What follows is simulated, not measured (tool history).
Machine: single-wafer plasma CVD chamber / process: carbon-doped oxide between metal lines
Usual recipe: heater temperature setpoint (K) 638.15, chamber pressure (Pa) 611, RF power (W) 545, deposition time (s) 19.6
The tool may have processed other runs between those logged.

run	hour	heater temperature setpoint (K)	chamber pressure (Pa)	RF power (W)	deposition time (s)	read-back reference wafer on the same gauge, thickness_nm	mean film thickness on the monitor wafer (Å)
1	0.0	648.15	611	545	17.7	88.036	830.38
# hour 57.4: capacitance manometer re-zeroed and calibrated
2	90.2	648.15	611	545	17.7	87.953	826.42
3	141.2	638.15	611	545	19.6	88.003	922.29
# hour 153.5: thermocouple changed; heater temperature recalibrated
4	245.2	638.15	611	545	19.6	87.809	923.90
5	318.0	638.15	665	545	19.6	88.136	945.55
# hour 328.9: showerhead replaced
6	356.0	638.15	560	545	19.6	87.879	905.59
7	424.6	638.15	611	545	19.6	87.930	932.85
8	471.0	638.15	611	575	19.6	88.041	977.10
9	563.8	638.15	479	545	19.6	87.791	884.28
10	665.0	638.15	724	445	19.6	87.872	792.91
# hour 705.4: RF generator calibrated
11	724.3	638.15	728	545	19.6	87.741	970.69
12	770.7	638.15	611	545	19.6	88.154	931.77
13	806.7	638.15	611	545	19.6	87.923	930.40
14	877.6	638.15	611	545	16.6	87.807	788.32
15	982.8	638.15	611	545	19.6	87.836	928.01
# hour 1024.2: capacitance manometer re-zeroed and calibrated
16	1024.7	638.15	611	545	22.0	87.883	1042.57
# hour 1045.9: thermocouple changed; heater temperature recalibrated
17	1064.6	638.15	611	545	19.6	87.879	926.43
18	1104.2	645.15	611	610	23.0	87.805	1173.97
19	1199.7	638.15	611	485	22.7	87.859	976.99
20	1278.1	629.15	495	485	23.0	87.794	955.28
21	1362.4	646.15	611	635	22.1	87.811	1161.26
22	1412.0	653.15	705	545	19.6	87.875	931.11
23	1469.7	643.15	676	475	16.1	88.179	697.24
24	1514.4	651.15	763	625	16.3	88.073	873.50
25	1570.8	634.15	611	545	19.6	87.816	946.64
26	1653.9	638.15	713	545	19.6	87.963	961.79
27	1728.4	638.15	737	615	20.8	87.891	1126.34

List, for all runs, the conditions of the tool that the log does not record:
wafer temperature above the value expected at the setpoint (K): 0 across all the runs
delivered RF power above the setpoint (%): 0 across all the runs
true pressure above the setpoint (%): 0 across all the runs
gauge reads high (%): 0 across all the runs
